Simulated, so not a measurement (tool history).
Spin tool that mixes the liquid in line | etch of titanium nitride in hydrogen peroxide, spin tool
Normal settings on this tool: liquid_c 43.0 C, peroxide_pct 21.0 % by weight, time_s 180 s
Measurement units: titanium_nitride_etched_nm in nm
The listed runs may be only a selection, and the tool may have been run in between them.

run    hour  liquid_c  peroxide_pct  time_s  wafers since the last listed run  hours since the thermometer was replaced  hours since the peroxide flow meter was replaced  hours since the heated supply line was repaired  hours since the drum of peroxide was connected  hours since the gauge calibration  read-back film thickness of the titanium nitride reference wafer, read on the same gauge (nm)  titanium_nitride_etched_nm
  1     0.0      43.0          21.0     180                                 0                                    1805.6                                             989.6                                           2262.7                                           775.7                              702.2                                                                                        140.000                       4.422
  2    47.4      43.0          21.0     180                               297                                    1853.0                                            1037.0                                           2310.1                                           823.1                              749.6                                                                                        139.997                       4.413
  3   140.8      43.0          21.0     180                               586                                    1946.4                                            1130.4                                           2403.5                                           916.5                              843.0                                                                                        140.012                       4.378
      190.4  -- new drum of peroxide connected
  4   224.7      43.0          21.0     180                               520                                    2030.3                                            1214.3                                           2487.4                                            34.3                              926.9                                                                                        140.044                       4.427
  5   330.4      43.0          21.0     180                               663                                    2136.0                                            1320.0                                           2593.1                                           140.0                             1032.6                                                                                        139.968                       4.317
  6   418.9      43.0          21.0     180                               555                                    2224.5                                            1408.5                                           2681.6                                           228.5                             1121.1                                                                                        139.997                       4.334
  7   475.2      43.0          19.5     180                               353                                    2280.8                                            1464.8                                           2737.9                                           284.8                             1177.4                                                                                        139.986                       4.304
  8   579.4      43.0          19.5     180                               654                                    2385.0                                            1569.0                                           2842.1                                           389.0                             1281.6                                                                                        139.983                       4.216
  9   654.0      43.0          21.0     180                               468                                    2459.6                                            1643.6                                           2916.7                                           463.6                             1356.2                                                                                        139.981                       4.328
      744.9  -- thermometer replaced
      810.9  -- peroxide flow meter replaced
 10   812.5      43.0          21.0     180                               982                                      67.6                                               1.6                                           3075.2                                           622.1                             1514.7                                                                                        140.010                       4.455
 11   859.9      43.0          21.0     180                               297                                     115.0                                              49.0                                           3122.6                                           669.5                             1562.1                                                                                        139.964                       4.430
 12   981.5      43.0          21.0     180                               763                                     236.6                                             170.6                                           3244.2                                           791.1                             1683.7                                                                                        140.001                       4.357
     1045.2  -- heated supply line repaired
 13  1088.1      33.0          21.0     235                               662                                     343.2                                             277.2                                             42.9                                           897.7                             1790.3                                                                                        140.013                       2.768
 14  1140.6      39.0          21.0     180                               329                                     395.7                                             329.7                                             95.4                                           950.2                             1842.8                                                                                        139.994                       3.394
 15  1204.8      40.5          17.5     180                               403                                     459.9                                             393.9                                            159.6                                          1014.4                             1907.0                                                                                        139.975                       3.682
 16  1255.1      48.0          25.5      80                               315                                     510.2                                             444.2                                            209.9                                          1064.7                             1957.3                                                                                        140.015                       3.120
 17  1299.0      48.0          25.5      80                               275                                     554.1                                             488.1                                            253.8                                          1108.6                             2001.2                                                                                        140.002                       3.150
     1402.6  -- new drum of peroxide connected
 18  1419.3      43.0          21.0     180                               748                                     674.4                                             608.4                                            374.1                                            16.7                             2121.5                                                                                        139.994                       4.612
 19  1523.7      39.5          21.0     180                               655                                     778.8                                             712.8                                            478.5                                           121.1                             2225.9                                                                                        140.000                       3.536
     1571.7  -- gauge calibrated
 20  1595.2      52.0          17.0     240                               448                                     850.3                                             784.3                                            550.0                                           192.6                               23.5                                                                                        139.983                      11.375
 21  1686.1      36.5          26.5     130                               570                                     941.2                                             875.2                                            640.9                                           283.5                              114.4                                                                                        140.004                       2.112
 22  1757.8      48.0          23.0      75                               450                                    1012.9                                             946.9                                            712.6                                           355.2                              186.1                                                                                        140.017                       2.818
 23  1849.8      33.5          15.0      75                               577                                    1104.9                                            1038.9                                            804.6                                           447.2                              278.1                                                                                        140.016                       0.842
 24  1899.2      38.5          23.5      75                               310                                    1154.3                                            1088.3                                            854.0                                           496.6                              327.5                                                                                        139.981                       1.374
 25  1936.4      48.0          25.5      80                               233                                    1191.5                                            1125.5                                            891.2                                           533.8                              364.7                                                                                        140.010                       3.094
 26  2011.3      40.0          23.5     265                               470                                    1266.4                                            1200.4                                            966.1                                           608.7                              439.6                                                                                        140.014                       5.385

Same runs, no hidden state in the tool, same run-to-run variation:
Hidden state at play: liquid hotter than its thermometer reads (K); peroxide flow below the setpoint (%); temperature lost on the way to the wafer (K); peroxide weaker than its label (%); gauge reads high (%).
run  titanium_nitride_etched_nm
  1                       4.719
  2                       4.716
  3                       4.694
  4                       4.759
  5                       4.655
  6                       4.689
  7                       4.664
  8                       4.582
  9                       4.716
 10                       4.768
 11                       4.747
 12                       4.687
 13                       2.805
 14                       3.444
 15                       3.745
 16                       3.176
 17                       3.211
 18                       4.720
 19                       3.631
 20                      11.690
 21                       2.181
 22                       2.913
 23                       0.874
 24                       1.429
 25                       3.218
 26                       5.617

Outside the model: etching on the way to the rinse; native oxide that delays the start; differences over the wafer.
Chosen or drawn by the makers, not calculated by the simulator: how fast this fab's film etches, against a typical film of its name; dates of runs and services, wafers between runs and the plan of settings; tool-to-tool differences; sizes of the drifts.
